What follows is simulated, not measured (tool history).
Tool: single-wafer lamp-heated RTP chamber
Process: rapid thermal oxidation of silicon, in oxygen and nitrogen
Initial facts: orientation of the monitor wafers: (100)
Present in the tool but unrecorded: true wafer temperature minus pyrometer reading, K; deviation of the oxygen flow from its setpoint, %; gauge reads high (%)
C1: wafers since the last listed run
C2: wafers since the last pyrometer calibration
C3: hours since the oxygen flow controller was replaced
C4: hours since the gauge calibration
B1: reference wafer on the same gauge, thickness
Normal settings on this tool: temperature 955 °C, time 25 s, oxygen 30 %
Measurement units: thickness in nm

Run 1, hour 0: usual settings; C1 0; C2 724; C3 7058.9; C4 133.4; B1 2.482. Result: thickness 2.346 nm.
Run 2, hour 7: usual settings; C1 63; C2 787; C3 7065.9; C4 140.4; B1 2.479. Result: thickness 2.355 nm.
Run 3, hour 17.3: usual settings but temperature 969 °C, oxygen 48 %; C1 92; C2 880; C3 7076.2; C4 150.7; B1 2.483. Result: thickness 2.668 nm.
Run 4, hour 25.8: usual settings but temperature 969 °C, oxygen 48 %; C1 76; C2 957; C3 7084.7; C4 159.2; B1 2.478. Result: thickness 2.672 nm.
Run 5, hour 36.8: usual settings but oxygen 48 %; C1 99; C2 1056; C3 7095.7; C4 170.2; B1 2.476. Result: thickness 2.527 nm.
Run 6, hour 48.6: usual settings; C1 106; C2 1163; C3 7107.5; C4 182; B1 2.479. Result: thickness 2.358 nm.
Run 7, hour 56.7: usual settings but temperature 963 °C; C1 73; C2 1236; C3 7115.6; C4 190.1; B1 2.483. Result: thickness 2.432 nm.
Run 8, hour 63.9: usual settings; C1 65; C2 1301; C3 7122.8; C4 197.3; B1 2.479. Result: thickness 2.322 nm.
At hour 65.8: gauge calibrated.
Run 9, hour 81.6: usual settings; C1 159; C2 1461; C3 7140.5; C4 15.8; B1 2.482. Result: thickness 2.352 nm.
Run 10, hour 93.1: usual settings; C1 103; C2 1565; C3 7152; C4 27.3; B1 2.483. Result: thickness 2.38 nm.
Run 11, hour 104.2: usual settings; C1 100; C2 1665; C3 7163.1; C4 38.4; B1 2.481. Result: thickness 2.343 nm.
Run 12, hour 111.4: usual settings; C1 65; C2 1730; C3 7170.3; C4 45.6; B1 2.481. Result: thickness 2.36 nm.
Run 13, hour 122.6: usual settings; C1 101; C2 1831; C3 7181.5; C4 56.8; B1 2.485. Result: thickness 2.36 nm.
Run 14, hour 135.7: usual settings; C1 118; C2 1949; C3 7194.6; C4 69.9; B1 2.482. Result: thickness 2.337 nm.
Run 15, hour 150.6: usual settings; C1 134; C2 2084; C3 7209.5; C4 84.8; B1 2.484. Result: thickness 2.355 nm.
Run 16, hour 161.1: usual settings; C1 94; C2 2179; C3 7220; C4 95.3; B1 2.481. Result: thickness 2.361 nm.
Run 17, hour 174.5: usual settings but time 31 s, oxygen 51 %; C1 120; C2 2300; C3 7233.4; C4 108.7; B1 2.482. Result: thickness 2.687 nm.
Run 18, hour 186.9: usual settings but temperature 970 °C, oxygen 17 %; C1 111; C2 2412; C3 7245.8; C4 121.1; B1 2.478. Result: thickness 2.302 nm.
Run 19, hour 197.3: usual settings but time 17 s; C1 93; C2 2505; C3 7256.2; C4 131.5; B1 2.481. Result: thickness 2.183 nm.
Run 20, hour 204.5: usual settings but time 29 s, oxygen 17 %; C1 65; C2 2570; C3 7263.4; C4 138.7; B1 2.479. Result: thickness 2.268 nm.
Run 21, hour 214.2: usual settings but time 30 s; C1 87; C2 2658; C3 7273.1; C4 148.4; B1 2.475. Result: thickness 2.451 nm.
Run 22, hour 229.1: usual settings but time 32 s; C1 134; C2 2793; C3 7288; C4 163.3; B1 2.477. Result: thickness 2.487 nm.
At hour 238.6: pyrometer window cleaned and pyrometer calibrated.
Run 23, hour 246.6: usual settings but temperature 964 °C, time 20 s, oxygen 18 %; C1 85; C2 72; C3 7305.5; C4 180.8; B1 2.479. Result: thickness 2.189 nm.
At hour 253.6: gauge calibrated.
Run 24, hour 257.9: usual settings but time 13 s, oxygen 17 %; C1 102; C2 174; C3 7316.8; C4 4.3; B1 2.48. Result: thickness 2.019 nm.
At hour 269.9: oxygen flow controller replaced.
Run 25, hour 270.4: usual settings; C1 40; C2 215; C3 0.5; C4 16.8; B1 2.481. Result: thickness 2.33 nm.
Run 26, hour 275: usual settings; C1 41; C2 256; C3 5.1; C4 21.4; B1 2.481. Result: thickness 2.348 nm.
Run 27, hour 291: usual settings; C1 144; C2 401; C3 21.1; C4 37.4; B1 2.48. Result: thickness 2.351 nm.
Run 28, hour 318.7: usual settings; C1 250; C2 651; C3 48.8; C4 65.1; B1 2.479. Result: thickness 2.344 nm.
Run 29, hour 327.3: usual settings; C1 77; C2 728; C3 57.4; C4 73.7; B1 2.475. Result: thickness 2.345 nm.
Run 30, hour 345.2: usual settings but time 21 s; C1 161; C2 890; C3 75.3; C4 91.6; B1 2.479. Result: thickness 2.275 nm.
Run 31, hour 357.2: usual settings but time 30 s, oxygen 20 %; C1 108; C2 998; C3 87.3; C4 103.6; B1 2.479. Result: thickness 2.338 nm.

Describe how what the log doesn't record of the tool's condition differs between the last listed run preceding each entry between runs and the first listed run following it.
After run 8, before run 9: gauge calibrated (hour 65.8)
  both runs share identical hidden conditions
After run 22, before run 23: pyrometer window cleaned and pyrometer calibrated (hour 238.6)
  both runs share identical hidden conditions
After run 23, before run 24: gauge calibrated (hour 253.6)
  both runs share identical hidden conditions
After run 24, before run 25: oxygen flow controller replaced (hour 269.9)
  both runs share identical hidden conditions
